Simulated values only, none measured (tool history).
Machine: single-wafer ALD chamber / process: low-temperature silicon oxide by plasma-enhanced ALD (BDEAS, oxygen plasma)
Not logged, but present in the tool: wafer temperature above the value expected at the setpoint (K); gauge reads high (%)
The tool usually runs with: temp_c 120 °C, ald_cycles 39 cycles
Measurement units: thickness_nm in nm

run	hour	temp_c	ald_cycles	wafers since the last listed run	hours since the last thermocouple change	hours since the gauge calibration	read-back reference wafer on the same gauge, thickness_nm	thickness_nm
1	0.0	120	39	0	1337.1	1068.8	4.974	5.303
2	38.2	120	39	382	1375.3	1107.0	4.973	5.302
3	104.4	116	39	663	1441.5	1173.2	4.969	5.387
4	207.0	120	44	1027	1544.1	1275.8	4.976	5.963
5	273.5	120	44	666	1610.6	1342.3	4.970	5.977
6	354.4	120	44	810	1691.5	1423.2	4.970	5.980
7	393.0	120	39	386	1730.1	1461.8	4.968	5.326
8	476.9	120	43	840	1814.0	1545.7	4.970	5.827
9	540.8	120	43	640	1877.9	1609.6	4.968	5.857
10	623.8	120	39	831	1960.9	1692.6	4.975	5.302
11	729.5	120	39	1058	2066.6	1798.3	4.967	5.278
# hour 746.9: thermocouple changed; heater temperature recalibrated
12	795.8	120	39	583	48.9	1864.6	4.979	5.368
13	871.4	120	39	757	124.5	1940.2	4.978	5.350
14	944.1	120	39	728	197.2	2012.9	4.970	5.400
15	1022.7	120	39	787	275.8	2091.5	4.969	5.371
16	1112.3	120	39	897	365.4	2181.1	4.971	5.372
17	1218.0	120	39	1058	471.1	2286.8	4.973	5.383
18	1267.4	128	35	494	520.5	2336.2	4.963	4.721
19	1321.4	114	36	540	574.5	2390.2	4.966	5.007
20	1420.3	115	37	990	673.4	2489.1	4.969	5.142
21	1485.1	120	39	649	738.2	2553.9	4.968	5.366
22	1589.0	125	46	1040	842.1	2657.8	4.972	6.284
23	1637.6	127	32	486	890.7	2706.4	4.970	4.331
24	1721.7	124	35	842	974.8	2790.5	4.966	4.755
25	1765.7	113	39	440	1018.8	2834.5	4.969	5.439
# hour 1830.5: gauge calibrated
26	1862.3	130	39	967	1115.4	31.8	4.968	5.252
27	1913.0	120	43	507	1166.1	82.5	4.974	5.896
28	1978.8	113	32	659	1231.9	148.3	4.961	4.446
29	2099.0	128	44	1203	1352.1	268.5	4.973	5.913
30	2135.2	128	35	362	1388.3	304.7	4.969	4.702
31	2190.4	129	33	552	1443.5	359.9	4.967	4.426
32	2234.3	120	41	439	1487.4	403.8	4.970	5.598
33	2308.8	129	39	746	1561.9	478.3	4.974	5.216
# hour 2396.4: thermocouple changed; heater temperature recalibrated
34	2399.8	107	39	831	3.4	569.3	4.969	5.507

What differs in the tool's unlogged condition from the final listed run ahead of each entry between runs to the first listed run following it?
Between runs 11 and 12: thermocouple changed; heater temperature recalibrated (hour 746.9)
  wafer temperature above the value expected at the setpoint (K): 7.86 -> -0.58
  measured result minus the result with no hidden state, thickness_nm: -0.087 -> +0.007 nm
Between runs 25 and 26: gauge calibrated (hour 1830.5)
  wafer temperature above the value expected at the setpoint (K): 1.24 -> 1.6
  measured result minus the result with no hidden state, thickness_nm: -0.014 -> -0.018 nm
Between runs 33 and 34: thermocouple changed; heater temperature recalibrated (hour 2396.4)
  wafer temperature above the value expected at the setpoint (K): 3.7 -> -0.332
  measured result minus the result with no hidden state, thickness_nm: -0.041 -> +0.003 nm
